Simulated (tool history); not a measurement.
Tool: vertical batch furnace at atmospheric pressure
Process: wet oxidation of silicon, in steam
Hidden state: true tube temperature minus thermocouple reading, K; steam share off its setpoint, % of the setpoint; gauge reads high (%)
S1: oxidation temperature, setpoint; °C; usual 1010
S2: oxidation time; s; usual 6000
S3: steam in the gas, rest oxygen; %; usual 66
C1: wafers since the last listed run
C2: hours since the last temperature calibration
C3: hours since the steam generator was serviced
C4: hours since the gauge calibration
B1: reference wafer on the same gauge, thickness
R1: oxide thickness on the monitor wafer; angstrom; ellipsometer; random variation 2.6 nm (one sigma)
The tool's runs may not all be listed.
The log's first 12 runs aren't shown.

run 13 hour=824.2 | S1=1010 S2=6000 S3=57 | C1=406 C2=1892.3 C3=1317.3 C4=577.8 | B1=429.85 | R1=4471.3
run 14 hour=868.5 | S1=1010 S2=6000 S3=57 | C1=414 C2=1936.6 C3=1361.6 C4=622.1 | B1=430.42 | R1=4497.2
run 15 hour=897.6 | S1=1010 S2=6000 S3=66 | C1=272 C2=1965.7 C3=1390.7 C4=651.2 | B1=430.33 | R1=4908.2
run 16 hour=965.7 | S1=1010 S2=3840 S3=66 | C1=637 C2=2033.8 C3=1458.8 C4=719.3 | B1=430.28 | R1=3671.8
run 17 hour=1030.7 | S1=1010 S2=6000 S3=54 | C1=608 C2=2098.8 C3=1523.8 C4=784.3 | B1=430.59 | R1=4295.1
run 18 hour=1061.8 | S1=990 S2=7980 S3=66 | C1=291 C2=2129.9 C3=1554.9 C4=815.4 | B1=430.07 | R1=5197.8
-- hour=1064.5 gauge calibrated
run 19 hour=1127.5 | S1=1004 S2=8310 S3=77 | C1=615 C2=2195.6 C3=1620.6 C4=63.0 | B1=430.45 | R1=6369.7
run 20 hour=1163.6 | S1=1010 S2=6000 S3=62 | C1=338 C2=2231.7 C3=1656.7 C4=99.1 | B1=429.87 | R1=4694.8
run 21 hour=1202.9 | S1=1010 S2=6000 S3=73 | C1=368 C2=2271.0 C3=1696.0 C4=138.4 | B1=430.16 | R1=5182.0
run 22 hour=1247.0 | S1=1010 S2=6000 S3=55 | C1=413 C2=2315.1 C3=1740.1 C4=182.5 | B1=430.02 | R1=4396.4
run 23 hour=1271.8 | S1=1010 S2=6000 S3=66 | C1=232 C2=2339.9 C3=1764.9 C4=207.3 | B1=429.85 | R1=4908.1
-- hour=1297.1 thermocouples replaced and temperature profile calibrated
run 24 hour=1310.9 | S1=1010 S2=6000 S3=66 | C1=141 C2=13.8 C3=1804.0 C4=246.4 | B1=430.25 | R1=4778.6
-- hour=1354.6 steam generator serviced
run 25 hour=1355.1 | S1=994 S2=6000 S3=66 | C1=189 C2=58.0 C3=0.5 C4=290.6 | B1=430.11 | R1=4246.6
run 26 hour=1402.9 | S1=1020 S2=3300 S3=66 | C1=447 C2=105.8 C3=48.3 C4=338.4 | B1=430.07 | R1=3390.5
run 27 hour=1428.4 | S1=993 S2=6000 S3=76 | C1=238 C2=131.3 C3=73.8 C4=363.9 | B1=430.34 | R1=4697.4
run 28 hour=1479.7 | S1=1010 S2=6000 S3=60 | C1=480 C2=182.6 C3=125.1 C4=415.2 | B1=429.84 | R1=4473.1
run 29 hour=1515.5 | S1=990 S2=6000 S3=69 | C1=335 C2=218.4 C3=160.9 C4=451.0 | B1=429.75 | R1=4315.1
run 30 hour=1570.8 | S1=1010 S2=6000 S3=66 | C1=517 C2=273.7 C3=216.2 C4=506.3 | B1=430.66 | R1=4757.2
run 31 hour=1597.6 | S1=1020 S2=8730 S3=63 | C1=251 C2=300.5 C3=243.0 C4=533.1 | B1=430.95 | R1=6328.9
run 32 hour=1633.8 | S1=1010 S2=6000 S3=66 | C1=339 C2=336.7 C3=279.2 C4=569.3 | B1=429.58 | R1=4833.2
run 33 hour=1702.1 | S1=1003 S2=6000 S3=72 | C1=639 C2=405.0 C3=347.5 C4=637.6 | B1=430.19 | R1=4863.5

4 ways to go on from here, each from the tool as it stands after run 33. What would each give?
run A hour=1708.5 | S1=987 S2=6000 S3=66 | C1=59 C2=411.4 C3=353.9 C4=644.0 | B1=? | R1=?
run B hour=1708.5 | S1=993 S2=4590 S3=66 | C1=59 C2=411.4 C3=353.9 C4=644.0 | B1=? | R1=?
run C hour=1708.5 | S1=1000 S2=6000 S3=77 | C1=59 C2=411.4 C3=353.9 C4=644.0 | B1=? | R1=?
run D hour=1708.5 | S1=990 S2=8550 S3=59 | C1=59 C2=411.4 C3=353.9 C4=644.0 | B1=? | R1=?

run=A B1=429.94 R1=4134.0
run=B B1=429.94 R1=3588.6
run=C B1=429.94 R1=5026.1
run=D B1=429.94 R1=4980.8
Without the tool's hidden state the same runs would have given:
run=A R1=4059.6
run=B R1=3522.0
run=C R1=4946.5
run=D R1=4898.3
